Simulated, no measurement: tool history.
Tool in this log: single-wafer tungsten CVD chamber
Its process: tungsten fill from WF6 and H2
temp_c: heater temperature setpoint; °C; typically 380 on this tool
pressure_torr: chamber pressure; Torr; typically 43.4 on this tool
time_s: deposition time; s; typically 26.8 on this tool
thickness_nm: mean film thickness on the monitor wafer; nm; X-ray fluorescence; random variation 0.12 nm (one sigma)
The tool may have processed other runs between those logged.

| run | hour | temp_c | pressure_torr | time_s | read-back reference wafer on the same gauge, thickness_nm | thickness_nm |
|---|---|---|---|---|---|---|
| 1 | 0 | 380 | 43.4 | 26.8 | 60.102 | 61.701 |
|  | 36.6 | gauge calibrated |
| 2 | 55.6 | 380 | 43.4 | 26.8 | 60.121 | 61.616 |
| 3 | 284.7 | 380 | 43.4 | 26.8 | 60.079 | 62.08 |
| 4 | 363.5 | 380 | 43.4 | 26.8 | 60.082 | 61.89 |
| 5 | 443.1 | 380 | 43.4 | 26.8 | 60.101 | 62.007 |
|  | 530.2 | capacitance manometer re-zeroed and calibrated |
| 6 | 533.5 | 380 | 43.4 | 26.8 | 60.071 | 60.88 |
| 7 | 616.8 | 386 | 43.4 | 23.3 | 60.11 | 59.61 |
|  | 656.5 | showerhead replaced, of another model than before |
| 8 | 700.5 | 380 | 43.4 | 31.8 | 60.098 | 72.662 |
|  | 730.7 | gauge calibrated |
| 9 | 800 | 380 | 34.3 | 29.6 | 60.095 | 55.612 |
|  | 896.8 | thermocouple changed; heater temperature recalibrated |
| 10 | 897.3 | 387 | 51.6 | 30.2 | 60.096 | 89.92 |
| 11 | 975 | 388 | 43.4 | 22.2 | 60.088 | 59.73 |
| 12 | 1071.4 | 369 | 43.4 | 26.8 | 60.07 | 49.464 |
| 13 | 1167.6 | 380 | 43.4 | 26.8 | 60.102 | 61.987 |
| 14 | 1220.6 | 380 | 43.4 | 26.8 | 60.075 | 62.294 |
| 15 | 1295.9 | 380 | 43.4 | 26.8 | 60.101 | 62.289 |

What if the next run were any one of these 3? Each begins from the tool's condition after run 15:
| A | 1296.3 | 380 | 43.4 | 26.8 | ? | ? |
| B | 1296.3 | 371 | 52.2 | 26.8 | ? | ? |
| C | 1296.3 | 391 | 43.4 | 26.8 | ? | ? |

| run | read-back reference wafer on the same gauge, thickness_nm | thickness_nm |
|---|---|---|
| A | 60.084 | 62.41 |
| B | 60.084 | 59.277 |
| C | 60.084 | 77.194 |
Without the tool's hidden state the same runs would have given:
| run | thickness_nm |
|---|---|
| A | 60.424 |
| B | 57.44 |
| C | 74.736 |
